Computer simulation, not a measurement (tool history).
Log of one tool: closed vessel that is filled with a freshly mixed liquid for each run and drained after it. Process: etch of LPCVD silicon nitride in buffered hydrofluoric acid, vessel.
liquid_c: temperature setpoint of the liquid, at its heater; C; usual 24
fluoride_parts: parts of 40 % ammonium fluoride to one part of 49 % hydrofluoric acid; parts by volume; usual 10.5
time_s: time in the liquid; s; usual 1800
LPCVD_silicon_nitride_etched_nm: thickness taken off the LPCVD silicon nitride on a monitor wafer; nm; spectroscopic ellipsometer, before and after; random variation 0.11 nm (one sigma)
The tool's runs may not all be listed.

run    hour  liquid_c  fluoride_parts  time_s  wafers since the last listed run  hours since the thermometer was replaced  hours since the hydrofluoric acid flow meter was replaced  hours since the gauge calibration  read-back film thickness of the LPCVD silicon nitride reference wafer, read on the same gauge (nm)  LPCVD_silicon_nitride_etched_nm
  1       0        24             9.5    1800                                 0                                    2074.7                                                      154.8                                412                                                                                               59.99                            23.09
  2    83.7        24             9.5    1800                              2119                                    2158.4                                                      238.5                              495.7                                                                                               59.97                            22.95
  3   185.6        24            10.5    1800                              2580                                    2260.3                                                      340.4                              597.6                                                                                               60.05                             21.1
  4   280.7        24            10.5    2360                              2408                                    2355.4                                                      435.5                              692.7                                                                                               59.96                            27.76
  5   348.1      25.5            10.5    2470                              1706                                    2422.8                                                      502.9                              760.1                                                                                               60.02                            31.21
  6   384.7      25.5             9.5    1800                               926                                    2459.4                                                      539.5                              796.7                                                                                               59.97                            24.53
  7   472.4      25.5             9.5    1800                              2220                                    2547.1                                                      627.2                              884.4                                                                                               60.02                            24.46
  8   586.8        24              13    2550                              2896                                    2661.5                                                      741.6                              998.8                                                                                               60.01                            23.99
      604.7  -- hydrofluoric acid flow meter replaced
  9   658.3        24               9    1800                              1785                                      2733                                                       53.6                             1070.3                                                                                               60.01                            23.22
 10   713.7        24               9    1800                              1402                                    2788.4                                                        109                             1125.7                                                                                                  60                            23.15
 11   752.5        24            10.5    1800                               982                                    2827.2                                                      147.8                             1164.5                                                                                               60.01                            21.01
 12     836        24            10.5    1800                              2114                                    2910.7                                                      231.3                               1248                                                                                               60.02                            20.83
 13   886.3        24            10.5    1800                              1273                                      2961                                                      281.6                             1298.3                                                                                               60.01                            20.56
 14   953.1      28.5            10.5    2450                              1691                                    3027.8                                                      348.4                             1365.1                                                                                               59.99                            35.75
 15  1047.7        20            12.5    1800                              2395                                    3122.4                                                        443                             1459.7                                                                                               59.98                            13.91
 16    1208        24            10.5    1800                              4059                                    3282.7                                                      603.3                               1620                                                                                               59.99                            20.41
 17  1257.1      28.5            10.5    2450                              1243                                    3331.8                                                      652.4                             1669.1                                                                                               59.96                            35.42

Run 18 comes next. What will it give?
       1259  -- thermometer replaced
 18  1314.7        24            10.5    1800                              1433                                      55.7                                                        710                             1726.7                                                                                                   ?                                ?

Run 18 gave read-back film thickness of the LPCVD silicon nitride reference wafer, read on the same gauge (nm) 59.96, LPCVD_silicon_nitride_etched_nm 22.88 nm.
Without the tool's hidden state the same run would have given LPCVD_silicon_nitride_etched_nm 22.93 nm.
